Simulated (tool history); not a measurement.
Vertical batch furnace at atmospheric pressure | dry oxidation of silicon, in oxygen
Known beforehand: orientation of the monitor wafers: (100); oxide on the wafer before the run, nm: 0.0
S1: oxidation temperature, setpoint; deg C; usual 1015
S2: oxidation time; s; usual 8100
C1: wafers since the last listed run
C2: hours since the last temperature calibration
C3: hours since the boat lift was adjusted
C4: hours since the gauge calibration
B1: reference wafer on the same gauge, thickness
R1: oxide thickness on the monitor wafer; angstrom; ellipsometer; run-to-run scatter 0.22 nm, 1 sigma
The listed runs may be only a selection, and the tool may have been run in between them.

run	hour	S1	S2	C1	C2	C3	C4	B1	R1
1	0.0	1032	8100	0	1292.2	3974.5	325.6	85.86	937.2
2	65.7	1032	8100	901	1357.9	4040.2	391.3	85.80	944.3
3	135.2	1015	8100	953	1427.4	4109.7	460.8	85.77	811.0
4	172.2	1015	8100	507	1464.4	4146.7	497.8	85.79	811.2
# hour 226.6: boat lift adjusted
# hour 243.2: thermocouples replaced and temperature profile calibrated
5	243.7	1015	8100	422	0.5	17.1	569.3	85.85	798.8
6	286.7	1015	8100	590	43.5	60.1	612.3	85.81	792.9
7	315.5	1015	8100	395	72.3	88.9	641.1	85.80	794.5
8	385.5	1006	8100	960	142.3	158.9	711.1	85.78	730.5
9	428.3	994	6390	587	185.1	201.7	753.9	85.81	552.8
10	468.9	1015	5220	557	225.7	242.3	794.5	85.86	592.6
11	515.4	1030	5850	638	272.2	288.8	841.0	85.80	732.6
# hour 552.9: gauge calibrated
12	565.6	1015	8100	688	322.4	339.0	12.7	85.82	798.3
13	613.1	1015	8100	651	369.9	386.5	60.2	85.74	799.2
14	666.1	993	10290	727	422.9	439.5	113.2	85.72	769.4
15	690.6	1003	10710	336	447.4	464.0	137.7	85.88	868.2
16	730.5	1028	5010	547	487.3	503.9	177.6	85.74	650.6

What if the next run were any one of these 5? Each begins from the tool's condition after run 16:
A	736.3	1015	8100	79	493.1	509.7	183.4	?	?
B	736.3	1037	9450	79	493.1	509.7	183.4	?	?
C	736.3	992	11340	79	493.1	509.7	183.4	?	?
D	736.3	1023	7050	79	493.1	509.7	183.4	?	?
E	736.3	1004	9540	79	493.1	509.7	183.4	?	?

run	B1	R1
A	85.84	803.5
B	85.84	1074.8
C	85.84	819.2
D	85.84	785.6
E	85.84	812.7
Without the tool's hidden state the same runs would have given:
run	R1
A	794.4
B	1063.9
C	809.8
D	776.8
E	803.3
